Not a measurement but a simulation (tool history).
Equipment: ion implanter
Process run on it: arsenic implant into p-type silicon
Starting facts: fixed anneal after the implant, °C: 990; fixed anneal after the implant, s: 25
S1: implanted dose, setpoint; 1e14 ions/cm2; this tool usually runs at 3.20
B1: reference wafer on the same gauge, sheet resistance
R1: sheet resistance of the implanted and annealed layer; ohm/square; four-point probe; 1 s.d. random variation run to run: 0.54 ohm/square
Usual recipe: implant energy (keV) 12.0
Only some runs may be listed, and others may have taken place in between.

run 1 hour=0.0 | S1=3.20 implant_energy_(keV)=12.0 | B1=267.93 | R1=305.37
run 2 hour=7.3 | S1=3.20 implant_energy_(keV)=12.0 | B1=267.93 | R1=306.48
run 3 hour=15.6 | S1=3.74 implant_energy_(keV)=12.0 | B1=268.12 | R1=271.94
run 4 hour=30.3 | S1=3.74 implant_energy_(keV)=12.0 | B1=267.96 | R1=271.03
run 5 hour=36.7 | S1=3.74 implant_energy_(keV)=12.0 | B1=267.94 | R1=272.01
run 6 hour=54.0 | S1=3.78 implant_energy_(keV)=13.5 | B1=267.93 | R1=266.10
run 7 hour=70.4 | S1=3.78 implant_energy_(keV)=13.5 | B1=267.99 | R1=266.73
run 8 hour=79.9 | S1=2.44 implant_energy_(keV)=12.0 | B1=268.12 | R1=376.96
run 9 hour=90.8 | S1=2.44 implant_energy_(keV)=12.0 | B1=268.11 | R1=375.11
run 10 hour=97.6 | S1=2.44 implant_energy_(keV)=12.0 | B1=268.11 | R1=376.08
run 11 hour=104.2 | S1=3.20 implant_energy_(keV)=12.0 | B1=268.19 | R1=305.29
-- hour=110.6 gauge calibrated
run 12 hour=121.1 | S1=3.20 implant_energy_(keV)=12.0 | B1=267.90 | R1=305.15
run 13 hour=133.6 | S1=3.20 implant_energy_(keV)=12.0 | B1=268.03 | R1=304.29
run 14 hour=140.7 | S1=3.20 implant_energy_(keV)=12.0 | B1=268.22 | R1=303.93
run 15 hour=151.6 | S1=3.20 implant_energy_(keV)=15.5 | B1=267.80 | R1=296.91
-- hour=173.3 extraction supply calibrated
run 16 hour=173.8 | S1=2.65 implant_energy_(keV)=13.0 | B1=267.93 | R1=347.30
run 17 hour=181.3 | S1=3.45 implant_energy_(keV)=9.0 | B1=268.03 | R1=295.15
run 18 hour=192.1 | S1=3.46 implant_energy_(keV)=9.0 | B1=268.05 | R1=295.59
run 19 hour=203.0 | S1=3.97 implant_energy_(keV)=9.5 | B1=268.02 | R1=264.37
-- hour=219.0 Faraday cup replaced and dose calibrated
run 20 hour=219.5 | S1=2.71 implant_energy_(keV)=14.0 | B1=268.17 | R1=348.47
run 21 hour=227.6 | S1=4.07 implant_energy_(keV)=12.0 | B1=267.82 | R1=259.90
run 22 hour=245.3 | S1=3.57 implant_energy_(keV)=10.5 | B1=267.85 | R1=290.67
run 23 hour=260.7 | S1=3.20 implant_energy_(keV)=12.0 | B1=268.11 | R1=311.72
run 24 hour=274.1 | S1=2.63 implant_energy_(keV)=14.5 | B1=268.05 | R1=354.45
-- hour=287.7 gauge calibrated
run 25 hour=290.6 | S1=3.20 implant_energy_(keV)=8.5 | B1=267.89 | R1=321.92
run 26 hour=306.5 | S1=2.45 implant_energy_(keV)=10.0 | B1=267.93 | R1=390.46
run 27 hour=352.4 | S1=3.20 implant_energy_(keV)=12.0 | B1=267.90 | R1=312.65

List, for all runs, the conditions of the tool that the log does not record:
deviation of the true energy from its setpoint, %: 0 on each run
gauge reads high (%): 0 on each run
H1: deviation of the true dose from the Faraday cup's reading, %
run=1 H1=2.43
run=2 H1=2.46
run=3 H1=2.5
run=4 H1=2.57
run=5 H1=2.6
run=6 H1=2.69
run=7 H1=2.77
run=8 H1=2.81
run=9 H1=2.87
run=10 H1=2.9
run=11 H1=2.94
run=12 H1=3.02
run=13 H1=3.09
run=14 H1=3.13
run=15 H1=3.19
run=16 H1=3.3
run=17 H1=3.35
run=18 H1=3.4
run=19 H1=3.46
run=20 H1=0.0598
run=21 H1=0.0599
run=22 H1=0.0613
run=23 H1=0.0636
run=24 H1=0.0664
run=25 H1=0.0709
run=26 H1=0.0764
run=27 H1=0.0985
